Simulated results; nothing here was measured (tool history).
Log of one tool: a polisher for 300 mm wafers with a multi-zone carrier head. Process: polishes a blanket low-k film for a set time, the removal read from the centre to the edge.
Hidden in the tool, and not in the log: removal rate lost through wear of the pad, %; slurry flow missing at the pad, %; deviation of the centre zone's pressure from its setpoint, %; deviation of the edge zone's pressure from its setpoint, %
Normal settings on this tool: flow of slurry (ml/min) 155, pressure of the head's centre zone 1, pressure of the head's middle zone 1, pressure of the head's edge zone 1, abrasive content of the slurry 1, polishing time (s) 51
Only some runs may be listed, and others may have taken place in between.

| run | hour | flow of slurry (ml/min) | pressure of the head's centre zone | pressure of the head's middle zone | pressure of the head's edge zone | abrasive content of the slurry | polishing time (s) | wafers since the last listed run | wafers polished on this pad | hours since the slurry nozzle was cleaned | hours since the centre zone pressure was calibrated | hours since the edge zone pressure was calibrated | hours since the carrier head's membrane was replaced | incoming thickness of the incoming film, nm | film removed at the wafer's centre (Å) | film removed at mid-radius (Å) | film removed at the wafer's edge (Å) |
|---|---|---|---|---|---|---|---|---|---|---|---|---|---|---|---|---|---|
| 1 | 0 | 120 | 1 | 1 | 1 | 1 | 51 | 0 | 765 | 80.1 | 1286.4 | 555.3 | 1428.1 | 662.8 | 145 | 152 | 152 |
| 2 | 25.5 | 155 | 1 | 1 | 1 | 1 | 51 | 255 | 1020 | 105.6 | 1311.9 | 580.8 | 1453.6 | 657.2 | 155 | 163 | 159 |
| 3 | 32.5 | 155 | 1 | 1 | 1 | 1 | 51 | 70 | 1090 | 112.6 | 1318.9 | 587.8 | 1460.6 | 656.2 | 155 | 162 | 160 |
| 4 | 43.4 | 155 | 1 | 1 | 1 | 1 | 51 | 109 | 1199 | 123.5 | 1329.8 | 598.7 | 1471.5 | 657.4 | 157 | 163 | 160 |
|  | 59.1 | carrier head's membrane replaced by a new one |
|  | 61.3 | worn pad replaced by a new one |
| 5 | 74.8 | 175 | 1 | 1 | 1 | 1 | 51 | 242 | 134 | 154.9 | 1361.2 | 630.1 | 15.7 | 663.6 | 161 | 165 | 160 |
| 6 | 81.7 | 155 | 1 | 1 | 1 | 1 | 51 | 69 | 203 | 161.8 | 1368.1 | 637 | 22.6 | 664.5 | 157 | 164 | 161 |
| 7 | 91.5 | 155 | 1 | 1 | 1 | 1 | 51 | 98 | 301 | 171.6 | 1377.9 | 646.8 | 32.4 | 658.5 | 154 | 162 | 161 |
| 8 | 97.8 | 155 | 1 | 1 | 1 | 1 | 51 | 63 | 364 | 177.9 | 1384.2 | 653.1 | 38.7 | 658.1 | 155 | 163 | 159 |
|  | 115.8 | centre zone pressure recalibrated |
| 9 | 116.3 | 200 | 1.11 | 1 | 1 | 1 | 51 | 165 | 530 | 196.4 | 0.5 | 671.6 | 57.2 | 652.5 | 180 | 170 | 168 |
|  | 129.2 | edge zone pressure recalibrated |
| 10 | 130.5 | 125 | 0.95 | 1 | 1 | 1 | 51 | 122 | 652 | 210.6 | 14.7 | 1.3 | 71.4 | 661.5 | 142 | 156 | 154 |
| 11 | 146.4 | 155 | 1 | 1.03 | 0.96 | 1 | 69 | 159 | 811 | 226.5 | 30.6 | 17.2 | 87.3 | 654 | 210 | 223 | 208 |
|  | 161.8 | slurry nozzle cleaned |
| 12 | 162.7 | 155 | 1 | 1.1 | 1 | 1 | 36 | 153 | 964 | 0.9 | 46.9 | 33.5 | 103.6 | 659.7 | 111 | 122 | 113 |
| 13 | 176.9 | 155 | 1 | 1 | 0.89 | 0.7 | 51 | 142 | 1106 | 15.1 | 61.1 | 47.7 | 117.8 | 661.9 | 107 | 109 | 103 |
| 14 | 188.9 | 155 | 0.96 | 1.05 | 1.05 | 1 | 61 | 120 | 1226 | 27.1 | 73.1 | 59.7 | 129.8 | 659.8 | 180 | 201 | 200 |
|  | 195.7 | worn pad replaced by a new one |
| 15 | 203.4 | 125 | 0.95 | 1 | 1 | 1 | 51 | 105 | 76 | 41.6 | 87.6 | 74.2 | 144.3 | 657.3 | 141 | 155 | 152 |
| 16 | 212.2 | 125 | 1.09 | 0.89 | 1 | 1.25 | 51 | 88 | 164 | 50.4 | 96.4 | 83 | 153.1 | 650 | 186 | 162 | 179 |
| 17 | 222.5 | 195 | 1 | 1 | 1 | 1 | 64 | 103 | 267 | 60.7 | 106.7 | 93.3 | 163.4 | 664.2 | 206 | 212 | 203 |
| 18 | 232.3 | 155 | 1 | 1 | 1 | 1 | 51 | 98 | 365 | 70.5 | 116.5 | 103.1 | 173.2 | 658.7 | 158 | 162 | 160 |
| 19 | 238.7 | 155 | 1 | 1 | 1 | 1 | 51 | 64 | 429 | 76.9 | 122.9 | 109.5 | 179.6 | 661 | 159 | 163 | 162 |
| 20 | 251.1 | 155 | 1 | 1 | 1 | 1.25 | 56 | 124 | 554 | 89.3 | 135.3 | 121.9 | 192 | 648.3 | 198 | 204 | 197 |
| 21 | 258 | 210 | 1 | 1 | 1 | 1 | 51 | 69 | 623 | 96.2 | 142.2 | 128.8 | 198.9 | 659.5 | 167 | 172 | 165 |
| 22 | 268.9 | 155 | 1 | 1 | 1 | 1 | 51 | 109 | 732 | 107.1 | 153.1 | 139.7 | 209.8 | 663.9 | 156 | 159 | 159 |

What if the next run were any one of these 4? Each begins from the tool's condition after run 22:
| A | 269.3 | 155 | 1 | 1 | 1 | 1 | 51 | 4 | 736 | 107.5 | 153.5 | 140.1 | 210.2 | 664.5 | ? | ? | ? |
| B | 269.3 | 135 | 1 | 1 | 1 | 1 | 51 | 4 | 736 | 107.5 | 153.5 | 140.1 | 210.2 | 664.5 | ? | ? | ? |
| C | 269.3 | 120 | 1 | 1 | 1 | 1 | 38 | 4 | 736 | 107.5 | 153.5 | 140.1 | 210.2 | 664.5 | ? | ? | ? |
| D | 269.3 | 155 | 1 | 1 | 0.96 | 1.25 | 51 | 4 | 736 | 107.5 | 153.5 | 140.1 | 210.2 | 664.5 | ? | ? | ? |

| run | film removed at the wafer's centre (Å) | film removed at mid-radius (Å) | film removed at the wafer's edge (Å) |
|---|---|---|---|
| A | 156 | 163 | 159 |
| B | 151 | 158 | 156 |
| C | 109 | 114 | 113 |
| D | 181 | 189 | 180 |
Without the tool's hidden state the same runs would have given:
| run | film removed at the wafer's centre (Å) | film removed at mid-radius (Å) | film removed at the wafer's edge (Å) |
|---|---|---|---|
| A | 156 | 163 | 159 |
| B | 151 | 158 | 156 |
| C | 109 | 114 | 113 |
| D | 181 | 189 | 180 |

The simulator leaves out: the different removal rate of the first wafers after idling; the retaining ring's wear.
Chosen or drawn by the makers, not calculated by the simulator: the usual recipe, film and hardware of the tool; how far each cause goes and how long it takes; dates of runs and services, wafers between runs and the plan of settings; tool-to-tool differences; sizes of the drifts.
